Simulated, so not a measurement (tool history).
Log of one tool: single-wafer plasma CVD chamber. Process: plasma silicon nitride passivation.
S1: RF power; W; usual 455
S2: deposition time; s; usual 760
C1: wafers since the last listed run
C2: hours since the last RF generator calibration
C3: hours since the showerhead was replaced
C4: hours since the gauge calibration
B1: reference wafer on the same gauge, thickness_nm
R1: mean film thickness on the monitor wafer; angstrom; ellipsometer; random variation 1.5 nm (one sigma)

run   hour   S1   S2   C1      C2      C3     C4       B1        R1
  1    0.0  455  760    0  1491.7  6919.9  428.7  839.973  10111.48
  2   26.4  455  760   79  1518.1  6946.3  455.1  840.085  10114.36
  3   39.5  455  760   39  1531.2  6959.4  468.2  839.716  10089.81
  4   55.1  455  760   47  1546.8  6975.0  483.8  839.769  10108.34
  5  159.4  485  760  315  1651.1  7079.3  588.1  839.981  10237.48
  6  179.5  485  760   60  1671.2  7099.4  608.2  840.712  10240.14
  7  201.0  485  760   64  1692.7  7120.9  629.7  839.917  10245.75
  8  219.9  455  760   57  1711.6  7139.8  648.6  839.847  10093.72
  9  233.2  455  760   40  1724.9  7153.1  661.9  840.208  10075.19
 10  256.0  455  760   68  1747.7  7175.9  684.7  840.140  10077.79
 11  278.4  455  760   67  1770.1  7198.3  707.1  839.532  10091.05
 12  298.3  455  760   60  1790.0  7218.2  727.0  839.969  10093.11
 13  388.8  455  702  273  1880.5  7308.7  817.5  839.876   9330.61
 14  413.3  495  808   74  1905.0  7333.2  842.0  840.297  10967.20
 15  445.2  370  823   96  1936.9  7365.1  873.9  839.849  10427.95
     455.1  -- showerhead replaced
     501.5  -- gauge calibrated
 16  511.2  545  648  175  2002.9    56.1    9.7  840.240   8971.89
 17  534.9  455  760   71  2026.6    79.8   33.4  840.268  10052.99
 18  550.8  370  835   48  2042.5    95.7   49.3  840.347  10555.00
 19  565.4  455  860   44  2057.1   110.3   63.9  840.320  11392.77
 20  579.5  455  760   42  2071.2   124.4   78.0  840.159  10089.65
     589.2  -- RF generator calibrated
 21  615.0  410  682   83    25.8   159.9  113.5  839.805   8966.66
 22  630.2  395  621   45    41.0   175.1  128.7  840.651   8118.61
 23  660.6  455  760   91    71.4   205.5  159.1  840.425  10229.76
 24  695.3  455  760  104   106.1   240.2  193.8  840.013  10249.73
 25  730.9  455  760  107   141.7   275.8  229.4  840.614  10229.86
 26  749.0  455  864   54   159.8   293.9  247.5  839.930  11649.28

3 ways to go on from here, each from the tool as it stands after run 26. What would each give?
  A  749.6  455  760   1  160.4  294.5  248.1   ?   ?
  B  749.6  515  812   1  160.4  294.5  248.1   ?   ?
  C  749.6  495  627   1  160.4  294.5  248.1   ?   ?

run       B1        R1
  A  839.390  10234.36
  B  839.390  11256.82
  C  839.390   8611.07
Without the tool's hidden state the same runs would have given:
run        R1
  A  10267.20
  B  11292.94
  C   8638.70
